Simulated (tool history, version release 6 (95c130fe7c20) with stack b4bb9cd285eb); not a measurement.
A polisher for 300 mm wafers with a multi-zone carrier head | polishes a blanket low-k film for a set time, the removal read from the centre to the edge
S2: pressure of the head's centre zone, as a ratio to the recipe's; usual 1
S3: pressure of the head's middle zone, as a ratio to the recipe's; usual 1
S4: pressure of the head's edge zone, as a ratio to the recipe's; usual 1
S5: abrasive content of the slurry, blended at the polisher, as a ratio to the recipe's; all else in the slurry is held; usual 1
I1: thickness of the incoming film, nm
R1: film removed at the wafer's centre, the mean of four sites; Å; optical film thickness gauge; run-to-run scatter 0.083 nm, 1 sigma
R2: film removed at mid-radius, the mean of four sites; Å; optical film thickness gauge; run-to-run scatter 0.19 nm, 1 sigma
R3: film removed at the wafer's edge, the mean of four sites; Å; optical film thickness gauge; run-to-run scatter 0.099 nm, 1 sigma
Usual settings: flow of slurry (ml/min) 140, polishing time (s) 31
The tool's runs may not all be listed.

run 1 day=0 | flow_of_slurry_(ml/min)=120 S2=1 S3=1 S4=1 S5=0.9 polishing_time_(s)=31 | I1=652.8 | R1=123 R2=121 R3=126
-- day=0.625 carrier head's membrane replaced by a new one
run 2 day=3.562 | flow_of_slurry_(ml/min)=120 S2=1 S3=1 S4=1 S5=0.9 polishing_time_(s)=31 | I1=661.8 | R1=122 R2=123 R3=127
run 3 day=6.667 | flow_of_slurry_(ml/min)=140 S2=1 S3=1 S4=1 S5=1 polishing_time_(s)=31 | I1=667.1 | R1=131 R2=134 R3=133
-- day=7.929 worn pad replaced by a new one
run 4 day=9.212 | flow_of_slurry_(ml/min)=140 S2=1 S3=1 S4=1 S5=1 polishing_time_(s)=31 | I1=660.6 | R1=132 R2=132 R3=133
run 5 day=11.612 | flow_of_slurry_(ml/min)=140 S2=1 S3=1 S4=1 S5=1 polishing_time_(s)=31 | I1=662.9 | R1=132 R2=131 R3=135
run 6 day=13.292 | flow_of_slurry_(ml/min)=140 S2=1 S3=1 S4=1 S5=0.9 polishing_time_(s)=31 | I1=659.3 | R1=128 R2=131 R3=130
run 7 day=15.592 | flow_of_slurry_(ml/min)=140 S2=1 S3=1 S4=1 S5=0.9 polishing_time_(s)=31 | I1=661.2 | R1=126 R2=127 R3=131
run 8 day=17.467 | flow_of_slurry_(ml/min)=140 S2=1 S3=1.09 S4=1 S5=1 polishing_time_(s)=31 | I1=673.3 | R1=132 R2=143 R3=135
run 9 day=19.338 | flow_of_slurry_(ml/min)=155 S2=1 S3=1 S4=1 S5=0.9 polishing_time_(s)=31 | I1=674.1 | R1=131 R2=134 R3=132
-- day=20.1 edge zone pressure recalibrated
-- day=20.825 worn pad replaced by a new one
-- day=21.404 slurry nozzle cleaned
run 10 day=22.729 | flow_of_slurry_(ml/min)=180 S2=1 S3=1 S4=1 S5=1 polishing_time_(s)=31 | I1=664.7 | R1=140 R2=139 R3=139
run 11 day=26.242 | flow_of_slurry_(ml/min)=140 S2=1 S3=1.08 S4=1 S5=1 polishing_time_(s)=31 | I1=650.4 | R1=132 R2=147 R3=136
run 12 day=29.254 | flow_of_slurry_(ml/min)=140 S2=1 S3=0.96 S4=1.03 S5=1 polishing_time_(s)=31 | I1=668.9 | R1=132 R2=129 R3=137
-- day=33.596 carrier head's membrane replaced by a new one
run 13 day=35.271 | flow_of_slurry_(ml/min)=140 S2=1 S3=1 S4=1 S5=1 polishing_time_(s)=31 | I1=654.4 | R1=133 R2=135 R3=135
-- day=36.967 worn pad replaced by a new one
run 14 day=37.225 | flow_of_slurry_(ml/min)=140 S2=1 S3=0.93 S4=1 S5=1.1 polishing_time_(s)=31 | I1=659.2 | R1=135 R2=130 R3=139
-- day=42.383 centre zone pressure recalibrated
run 15 day=46.712 | flow_of_slurry_(ml/min)=140 S2=1 S3=1 S4=1 S5=1.1 polishing_time_(s)=31 | I1=653 | R1=137 R2=137 R3=138
-- day=49.388 slurry nozzle cleaned
run 16 day=50.242 | flow_of_slurry_(ml/min)=105 S2=1.11 S3=1 S4=1 S5=1 polishing_time_(s)=31 | I1=651.8 | R1=134 R2=124 R3=127
-- day=50.504 worn pad replaced by a new one
run 17 day=53.375 | flow_of_slurry_(ml/min)=140 S2=0.91 S3=1.12 S4=1 S5=1 polishing_time_(s)=24 | I1=662.9 | R1=93 R2=114 R3=104
run 18 day=54.954 | flow_of_slurry_(ml/min)=140 S2=1 S3=1 S4=1 S5=0.9 polishing_time_(s)=31 | I1=650.4 | R1=127 R2=130 R3=130
run 19 day=56.742 | flow_of_slurry_(ml/min)=140 S2=1 S3=1 S4=1 S5=1 polishing_time_(s)=31 | I1=658.7 | R1=131 R2=132 R3=135
run 20 day=58.488 | flow_of_slurry_(ml/min)=140 S2=1 S3=1.1 S4=0.93 S5=1 polishing_time_(s)=31 | I1=658 | R1=133 R2=148 R3=132

Predict each of these 5 candidate next runs independently; none follows another, all start after run 20:
run A day=58.504 | flow_of_slurry_(ml/min)=90 S2=1 S3=1 S4=1 S5=1 polishing_time_(s)=31 | I1=670.9 | R1=? R2=? R3=?
run B day=58.504 | flow_of_slurry_(ml/min)=155 S2=1 S3=1 S4=1 S5=1 polishing_time_(s)=31 | I1=670.9 | R1=? R2=? R3=?
run C day=58.504 | flow_of_slurry_(ml/min)=140 S2=1 S3=0.96 S4=1 S5=1.2 polishing_time_(s)=21 | I1=670.9 | R1=? R2=? R3=?
run D day=58.504 | flow_of_slurry_(ml/min)=140 S2=1.08 S3=0.89 S4=1 S5=1 polishing_time_(s)=38 | I1=670.9 | R1=? R2=? R3=?
run E day=58.504 | flow_of_slurry_(ml/min)=140 S2=1 S3=1 S4=1.11 S5=1 polishing_time_(s)=31 | I1=670.9 | R1=? R2=? R3=?

run=A R1=114 R2=119 R3=124
run=B R1=135 R2=138 R3=137
run=C R1=95 R2=94 R3=97
run=D R1=175 R2=150 R3=166
run=E R1=132 R2=135 R3=141
Without the tool's unlogged condition, the same runs would have read:
run=A R1=114 R2=119 R3=124
run=B R1=135 R2=138 R3=137
run=C R1=95 R2=94 R3=97
run=D R1=175 R2=150 R3=166
run=E R1=132 R2=135 R3=141

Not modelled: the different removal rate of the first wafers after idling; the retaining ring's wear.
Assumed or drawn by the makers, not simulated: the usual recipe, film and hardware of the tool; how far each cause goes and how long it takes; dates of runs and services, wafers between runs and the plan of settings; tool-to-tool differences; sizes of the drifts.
